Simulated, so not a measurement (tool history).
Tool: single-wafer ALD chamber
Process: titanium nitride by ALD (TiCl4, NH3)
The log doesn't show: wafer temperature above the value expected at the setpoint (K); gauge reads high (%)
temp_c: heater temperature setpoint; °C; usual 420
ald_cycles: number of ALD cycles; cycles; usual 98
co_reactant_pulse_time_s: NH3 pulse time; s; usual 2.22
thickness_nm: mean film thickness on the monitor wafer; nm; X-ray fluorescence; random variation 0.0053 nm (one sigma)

run   hour  temp_c  ald_cycles  co_reactant_pulse_time_s  wafers since the last listed run  hours since the last thermocouple change  hours since the showerhead was replaced  hours since the gauge calibration  read-back reference wafer on the same gauge, thickness_nm  thickness_nm
  1      0     420          98                      2.22                                 0                                    1692.7                                   4899.6                              561.8                                                      1.939          2.14
  2   19.8     420          98                      2.22                                33                                    1712.5                                   4919.4                              581.6                                                       1.94         2.147
  3  102.7     420          98                      2.22                               140                                    1795.4                                   5002.3                              664.5                                                       1.94         2.134
  4  137.4     420         103                      2.22                                58                                    1830.1                                     5037                              699.2                                                      1.939         2.248
  5  157.5     420          98                      2.64                                33                                    1850.2                                   5057.1                              719.3                                                       1.94         2.143
     180.4  -- thermocouple changed; heater temperature recalibrated
  6  189.6     420          98                      2.64                                40                                       9.2                                   5089.2                              751.4                                                      1.941         2.142
     198.3  -- gauge calibrated
  7  243.8     420          98                      2.64                                91                                      63.4                                   5143.4                               45.5                                                       1.94         2.153
  8  260.8     420          98                      2.22                                28                                      80.4                                   5160.4                               62.5                                                       1.94         2.141
  9  288.9     420          83                      2.62                                47                                     108.5                                   5188.5                               90.6                                                      1.941          1.82
 10    306     420          83                      2.62                                28                                     125.6                                   5205.6                              107.7                                                       1.94         1.816
 11  324.8     425          98                      2.22                                31                                     144.4                                   5224.4                              126.5                                                       1.94         2.141
 12  346.5     425          98                      2.22                                36                                     166.1                                   5246.1                              148.2                                                       1.94         2.133
 13  359.4     425          98                      2.22                                21                                       179                                     5259                              161.1                                                       1.94         2.135
 14  375.7     420          98                      2.43                                27                                     195.3                                   5275.3                              177.4                                                      1.941         2.131
 15  397.1     420          98                      2.43                                36                                     216.7                                   5296.7                              198.8                                                      1.941         2.149
 16  421.2     420          98                      2.22                                40                                     240.8                                   5320.8                              222.9                                                       1.94         2.137
 17  441.1     427          98                      2.99                                33                                     260.7                                   5340.7                              242.8                                                       1.94         2.153
 18    469     413         108                       1.6                                47                                     288.6                                   5368.6                              270.7                                                      1.941         2.336
 19  490.5     430          80                      2.84                                36                                     310.1                                   5390.1                              292.2                                                       1.94         1.751
 20  512.4     425          98                      1.76                                37                                       332                                     5412                              314.1                                                       1.94         2.136
 21    526     420         103                      2.22                                22                                     345.6                                   5425.6                              327.7                                                       1.94         2.247
 22    559     410          98                      2.83                                55                                     378.6                                   5458.6                              360.7                                                      1.939         2.144
     587.2  -- showerhead replaced
 23  587.7     433          88                      1.77                                35                                     407.3                                      0.5                              389.4                                                      1.939         1.917
 24  596.1     415          80                      2.77                                14                                     415.7                                      8.9                              397.8                                                       1.94         1.745
 25  612.2     408          98                      2.22                                27                                     431.8                                       25                              413.9                                                       1.94         2.133
 26  641.5     428          89                      2.22                                49                                     461.1                                     54.3                              443.2                                                       1.94         1.945
 27  659.6     420          98                      2.22                                30                                     479.2                                     72.4                              461.3                                                      1.941         2.128
 28  688.2     420          98                      2.22                                48                                     507.8                                      101                              489.9                                                      1.941         2.135
 29  714.5     428          98                      2.59                                44                                     534.1                                    127.3                              516.2                                                       1.94         2.148
 30  748.7     413         115                      2.22                                57                                     568.3                                    161.5                              550.4                                                       1.94         2.508
 31  779.4     420          98                       2.8                                51                                       599                                    192.2                              581.1                                                      1.939         2.145
 32  810.4     426          98                      2.22                                52                                       630                                    223.2                              612.1                                                       1.94         2.147
 33  832.6     420          98                      2.22                                37                                     652.2                                    245.4                              634.3                                                       1.94         2.138
 34  851.3     433         117                      2.72                                31                                     670.9                                    264.1                                653                                                       1.94         2.562
 35  875.8     426          93                      2.71                                41                                     695.4                                    288.6                              677.5                                                      1.941          2.04
 36  888.5     427         111                      1.52                                21                                     708.1                                    301.3                              690.2                                                       1.94         2.421
 37  913.9     420          98                      2.22                                42                                     733.5                                    326.7                              715.6                                                      1.939         2.139
 38  945.2     424          98                      2.53                                52                                     764.8                                      358                              746.9                                                      1.939         2.145
 39  957.5     420          98                      1.38                                20                                     777.1                                    370.3                              759.2                                                       1.94         2.116

5 ways to go on from here, each from the tool as it stands after run 39. What would each give?
  A  958.1     420          98                      2.22                                 1                                     777.7                                    370.9                              759.8                                                          ?             ?
  B  958.1     420         117                      2.88                                 1                                     777.7                                    370.9                              759.8                                                          ?             ?
  C  958.1     431          98                      2.22                                 1                                     777.7                                    370.9                              759.8                                                          ?             ?
  D  958.1     433         112                      1.48                                 1                                     777.7                                    370.9                              759.8                                                          ?             ?
  E  958.1     430          92                       2.9                                 1                                     777.7                                    370.9                              759.8                                                          ?             ?

run  read-back reference wafer on the same gauge, thickness_nm  thickness_nm
  A                                                       1.94         2.142
  B                                                       1.94         2.567
  C                                                       1.94         2.145
  D                                                       1.94         2.439
  E                                                       1.94         2.021
Without the tool's hidden state the same runs would have given:
run  thickness_nm
  A         2.142
  B         2.567
  C         2.145
  D         2.439
  E         2.021
